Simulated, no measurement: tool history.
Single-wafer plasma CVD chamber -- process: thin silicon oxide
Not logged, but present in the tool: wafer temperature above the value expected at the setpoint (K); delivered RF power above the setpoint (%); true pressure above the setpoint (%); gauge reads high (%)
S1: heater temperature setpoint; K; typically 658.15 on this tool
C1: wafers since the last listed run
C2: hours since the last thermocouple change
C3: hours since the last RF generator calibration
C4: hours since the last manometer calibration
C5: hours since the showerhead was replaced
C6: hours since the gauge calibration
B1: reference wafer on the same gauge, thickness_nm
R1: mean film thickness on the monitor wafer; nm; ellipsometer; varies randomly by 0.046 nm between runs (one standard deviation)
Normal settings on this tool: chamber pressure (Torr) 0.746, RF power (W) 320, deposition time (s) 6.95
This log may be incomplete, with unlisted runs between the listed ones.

Run 1, hour 0.0: usual settings; C1 0; C2 1901.5; C3 823.3; C4 629.3; C5 2460.8; C6 632.9; B1 10.839. Result: R1 10.923 nm.
Run 2, hour 42.7: usual settings; C1 912; C2 1944.2; C3 866.0; C4 672.0; C5 2503.5; C6 675.6; B1 10.855. Result: R1 11.020 nm.
Run 3, hour 80.6: usual settings; C1 810; C2 1982.1; C3 903.9; C4 709.9; C5 2541.4; C6 713.5; B1 10.863. Result: R1 10.992 nm.
Run 4, hour 123.4: usual settings; C1 914; C2 2024.9; C3 946.7; C4 752.7; C5 2584.2; C6 756.3; B1 10.875. Result: R1 11.082 nm.
Run 5, hour 173.3: usual settings; C1 1066; C2 2074.8; C3 996.6; C4 802.6; C5 2634.1; C6 806.2; B1 10.866. Result: R1 10.986 nm.
Run 6, hour 203.8: usual settings but S1 669.15 K, RF power (W) 365; C1 651; C2 2105.3; C3 1027.1; C4 833.1; C5 2664.6; C6 836.7; B1 10.889. Result: R1 11.548 nm.
Run 7, hour 241.0: usual settings; C1 795; C2 2142.5; C3 1064.3; C4 870.3; C5 2701.8; C6 873.9; B1 10.874. Result: R1 11.052 nm.
Run 8, hour 292.6: usual settings; C1 1102; C2 2194.1; C3 1115.9; C4 921.9; C5 2753.4; C6 925.5; B1 10.906. Result: R1 11.017 nm.
Run 9, hour 340.7: usual settings but S1 667.15 K; C1 1028; C2 2242.2; C3 1164.0; C4 970.0; C5 2801.5; C6 973.6; B1 10.909. Result: R1 10.943 nm.
Run 10, hour 408.1: usual settings but S1 667.15 K; C1 1440; C2 2309.6; C3 1231.4; C4 1037.4; C5 2868.9; C6 1041.0; B1 10.930. Result: R1 10.986 nm.
Run 11, hour 438.5: usual settings but S1 667.15 K; C1 649; C2 2340.0; C3 1261.8; C4 1067.8; C5 2899.3; C6 1071.4; B1 10.953. Result: R1 11.050 nm.
Run 12, hour 493.3: usual settings but S1 665.15 K; C1 1171; C2 2394.8; C3 1316.6; C4 1122.6; C5 2954.1; C6 1126.2; B1 10.936. Result: R1 11.069 nm.
At hour 506.5: capacitance manometer re-zeroed and calibrated.
Run 13, hour 548.5: usual settings but S1 652.15 K, deposition time (s) 5.96; C1 1008; C2 2450.0; C3 1371.8; C4 42.0; C5 3009.3; C6 1181.4; B1 10.983. Result: R1 9.510 nm.
Run 14, hour 602.7: usual settings but RF power (W) 260; C1 1158; C2 2504.2; C3 1426.0; C4 96.2; C5 3063.5; C6 1235.6; B1 10.978. Result: R1 10.075 nm.
At hour 665.6: RF generator calibrated.
At hour 675.8: showerhead replaced.
Run 15, hour 676.3: usual settings but deposition time (s) 7.65; C1 1231; C2 2577.8; C3 10.7; C4 169.8; C5 0.5; C6 1309.2; B1 11.009. Result: R1 12.345 nm.
Run 16, hour 727.2: usual settings but S1 651.15 K, RF power (W) 300; C1 1087; C2 2628.7; C3 61.6; C4 220.7; C5 51.4; C6 1360.1; B1 11.035. Result: R1 10.970 nm.
Run 17, hour 794.9: usual settings but deposition time (s) 7.92; C1 1446; C2 2696.4; C3 129.3; C4 288.4; C5 119.1; C6 1427.8; B1 11.053. Result: R1 12.747 nm.
At hour 820.1: gauge calibrated.
Run 18, hour 844.2: usual settings but RF power (W) 295, deposition time (s) 6.38; C1 1053; C2 2745.7; C3 178.6; C4 337.7; C5 168.4; C6 24.1; B1 10.811. Result: R1 9.699 nm.
Run 19, hour 877.4: usual settings; C1 709; C2 2778.9; C3 211.8; C4 370.9; C5 201.6; C6 57.3; B1 10.783. Result: R1 10.927 nm.
At hour 894.3: thermocouple changed; heater temperature recalibrated.
Run 20, hour 930.5: usual settings; C1 963; C2 36.2; C3 264.9; C4 424.0; C5 254.7; C6 110.4; B1 10.801. Result: R1 11.000 nm.
Run 21, hour 966.0: usual settings but S1 673.15 K; C1 758; C2 71.7; C3 300.4; C4 459.5; C5 290.2; C6 145.9; B1 10.783. Result: R1 10.848 nm.
Run 22, hour 1012.8: usual settings but RF power (W) 270, deposition time (s) 6.15; C1 1000; C2 118.5; C3 347.2; C4 506.3; C5 337.0; C6 192.7; B1 10.800. Result: R1 8.973 nm.
Run 23, hour 1051.4: usual settings; C1 824; C2 157.1; C3 385.8; C4 544.9; C5 375.6; C6 231.3; B1 10.813. Result: R1 10.981 nm.
Run 24, hour 1103.8: usual settings but chamber pressure (Torr) 0.621, deposition time (s) 7.41; C1 1119; C2 209.5; C3 438.2; C4 597.3; C5 428.0; C6 283.7; B1 10.800. Result: R1 10.309 nm.
Run 25, hour 1189.1: usual settings but S1 646.15 K, chamber pressure (Torr) 0.864; C1 1823; C2 294.8; C3 523.5; C4 682.6; C5 513.3; C6 369.0; B1 10.790. Result: R1 12.083 nm.
Run 26, hour 1239.9: usual settings; C1 1085; C2 345.6; C3 574.3; C4 733.4; C5 564.1; C6 419.8; B1 10.824. Result: R1 10.969 nm.
Run 27, hour 1270.2: usual settings; C1 647; C2 375.9; C3 604.6; C4 763.7; C5 594.4; C6 450.1; B1 10.801. Result: R1 10.945 nm.
Run 28, hour 1296.5: usual settings; C1 562; C2 402.2; C3 630.9; C4 790.0; C5 620.7; C6 476.4; B1 10.815. Result: R1 10.934 nm.
Run 29, hour 1335.2: usual settings; C1 827; C2 440.9; C3 669.6; C4 828.7; C5 659.4; C6 515.1; B1 10.820. Result: R1 10.950 nm.

Hidden state at the last listed run before each entry between runs and at the first one after, where it differs:
From run 12 to run 13: capacitance manometer re-zeroed and calibrated (hour 506.5)
  gauge reads high (%): 1.41 -> 1.55
  measured less the result without the state, R1: +0.154 -> +0.146 nm
From run 14 to run 15: RF generator calibrated (hour 665.6); showerhead replaced (hour 675.8)
  gauge reads high (%): 1.7 -> 1.91
  measured less the result without the state, R1: +0.168 -> +0.231 nm
From run 17 to run 18: gauge calibrated (hour 820.1)
  gauge reads high (%): 2.28 -> -0.0218
  measured less the result without the state, R1: +0.284 -> -0.002 nm
From run 19 to run 20: thermocouple changed; heater temperature recalibrated (hour 894.3)
  gauge reads high (%): -0.0188 -> -0.0088
  measured less the result without the state, R1: -0.002 -> -0.001 nm
